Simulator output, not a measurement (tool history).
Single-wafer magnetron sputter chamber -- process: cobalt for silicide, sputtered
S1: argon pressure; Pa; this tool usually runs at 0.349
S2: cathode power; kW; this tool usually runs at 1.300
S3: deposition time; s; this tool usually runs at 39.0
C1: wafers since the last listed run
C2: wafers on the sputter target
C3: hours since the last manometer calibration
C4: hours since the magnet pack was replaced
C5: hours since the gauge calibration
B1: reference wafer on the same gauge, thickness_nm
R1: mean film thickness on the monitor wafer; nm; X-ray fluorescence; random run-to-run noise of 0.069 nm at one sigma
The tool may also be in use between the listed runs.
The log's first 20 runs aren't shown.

run,day,S1,S2,S3,C1,C2,C3,C4,C5,B1,R1
21,23.608,0.298,1.300,43.0,570,1681,93.2,4398.1,1178.8,27.829,26.454
22,24.692,0.273,1.600,39.0,824,2505,119.2,4424.1,1204.8,27.824,28.671
# day 25.621: gauge calibrated
23,26.154,0.349,1.550,43.7,1112,3618,154.3,4459.2,12.8,27.193,30.024
24,27.250,0.349,1.300,39.0,833,4452,180.6,4485.5,39.1,27.183,23.062
# day 27.671: magnet pack replaced
25,28.350,0.310,1.300,46.3,583,5035,207.0,16.3,65.5,27.214,27.608
# day 28.921: sputter target and shields replaced
26,29.804,0.349,1.300,34.2,852,671,241.9,51.2,100.4,27.233,20.280
27,30.883,0.349,1.450,34.8,821,1493,267.8,77.1,126.3,27.212,22.430
28,32.338,0.349,1.300,39.0,1106,2599,302.7,112.0,161.2,27.192,23.218
29,32.896,0.484,1.300,39.0,424,3024,316.1,125.4,174.6,27.193,22.325

Expected results for the next run?
30,33.704,0.349,1.300,39.0,615,3639,335.5,144.8,194.0,?,?

For run 30 the tool returned B1 27.237, R1 23.111 nm.
If the tool had no hidden condition, the same run with the same run-to-run variation would have returned R1 23.010 nm.
